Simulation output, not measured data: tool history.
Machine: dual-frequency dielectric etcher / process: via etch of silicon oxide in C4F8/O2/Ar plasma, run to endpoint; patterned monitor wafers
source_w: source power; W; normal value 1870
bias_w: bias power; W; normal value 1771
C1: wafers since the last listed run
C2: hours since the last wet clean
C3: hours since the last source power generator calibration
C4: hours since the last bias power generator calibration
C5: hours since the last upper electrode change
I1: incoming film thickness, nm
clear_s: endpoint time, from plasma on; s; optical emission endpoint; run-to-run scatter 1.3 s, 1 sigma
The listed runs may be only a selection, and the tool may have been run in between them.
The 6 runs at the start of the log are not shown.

Run 7, hour 159.2: usual settings; C1 208; C2 314.9; C3 3874.3; C4 2481.6; C5 6050.1; I1 1229.4. Result: clear_s 232.8 s.
Run 8, hour 178.6: usual settings; C1 138; C2 334.3; C3 3893.7; C4 2501.0; C5 6069.5; I1 1224.7. Result: clear_s 230.1 s.
Run 9, hour 196.2: usual settings; C1 125; C2 351.9; C3 3911.3; C4 2518.6; C5 6087.1; I1 1224.5. Result: clear_s 229.7 s.
Run 10, hour 224.9: usual settings but source_w 1990 W; C1 204; C2 380.6; C3 3940.0; C4 2547.3; C5 6115.8; I1 1222.7. Result: clear_s 224.7 s.
Run 11, hour 255.8: usual settings but source_w 1760 W; C1 220; C2 411.5; C3 3970.9; C4 2578.2; C5 6146.7; I1 1219.1. Result: clear_s 232.9 s.
At hour 297.0: upper electrode replaced.
At hour 302.2: wet clean of the chamber.
Run 12, hour 302.7: usual settings but source_w 1760 W; C1 126; C2 0.5; C3 4017.8; C4 2625.1; C5 5.7; I1 1219.3. Result: clear_s 234.8 s.
Run 13, hour 316.1: usual settings but source_w 1760 W; C1 95; C2 13.9; C3 4031.2; C4 2638.5; C5 19.1; I1 1220.7. Result: clear_s 233.9 s.
Run 14, hour 337.2: usual settings but source_w 1640 W; C1 150; C2 35.0; C3 4052.3; C4 2659.6; C5 40.2; I1 1225.4. Result: clear_s 242.4 s.
Run 15, hour 354.0: usual settings but source_w 1640 W; C1 119; C2 51.8; C3 4069.1; C4 2676.4; C5 57.0; I1 1209.9. Result: clear_s 236.7 s.
Run 16, hour 372.0: usual settings but source_w 1640 W; C1 128; C2 69.8; C3 4087.1; C4 2694.4; C5 75.0; I1 1232.0. Result: clear_s 237.7 s.

Run 17 is up next; what results do you expect?
Run 17, hour 386.9: usual settings but source_w 1650 W; C1 106; C2 84.7; C3 4102.0; C4 2709.3; C5 89.9; I1 1218.6. Result: clear_s ?.

clear_s: 235.7 s
On a tool with no hidden condition, and with the same random variation, this run would have come out at clear_s 235.7 s.
